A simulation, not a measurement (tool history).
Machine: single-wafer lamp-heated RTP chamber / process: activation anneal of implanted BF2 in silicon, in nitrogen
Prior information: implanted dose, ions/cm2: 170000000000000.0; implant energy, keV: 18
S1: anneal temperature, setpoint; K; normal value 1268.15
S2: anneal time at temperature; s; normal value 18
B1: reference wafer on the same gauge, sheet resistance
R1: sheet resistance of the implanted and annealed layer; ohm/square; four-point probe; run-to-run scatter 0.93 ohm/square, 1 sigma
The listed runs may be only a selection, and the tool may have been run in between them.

run,hour,S1,S2,B1,R1
1,0.0,1253.15,13,559.08,624.55
2,14.4,1268.15,18,559.07,617.42
3,28.5,1268.15,18,559.18,619.29
4,37.7,1268.15,14,559.20,619.11
5,54.2,1268.15,14,559.14,621.56
6,73.4,1288.15,18,558.92,616.32
7,91.3,1288.15,18,559.12,615.86
8,100.1,1268.15,18,558.94,616.61
9,109.8,1268.15,18,559.02,619.21
10,139.0,1295.15,23,559.05,614.23
11,139.4,1268.15,11,558.93,621.41
12,145.2,1268.15,15,558.80,618.80
13,162.7,1244.15,13,559.13,629.51
14,175.6,1268.15,14,558.97,620.20
15,184.7,1260.15,13,559.00,621.37
16,197.3,1268.15,18,559.12,618.55
17,212.6,1283.15,18,559.09,618.11
18,227.7,1255.15,12,558.80,623.91

Not shown: 3 entries that the log had between the listed runs. Between which runs, and how does the tool's hidden state differ before and after?
Between runs 8 and 9: gauge calibrated (hour 109.1)
  both runs share identical hidden conditions
Between runs 9 and 10: pyrometer window cleaned and pyrometer calibrated (hour 130.3); reflector plate cleaned (hour 138.5)
  both runs share identical hidden conditions
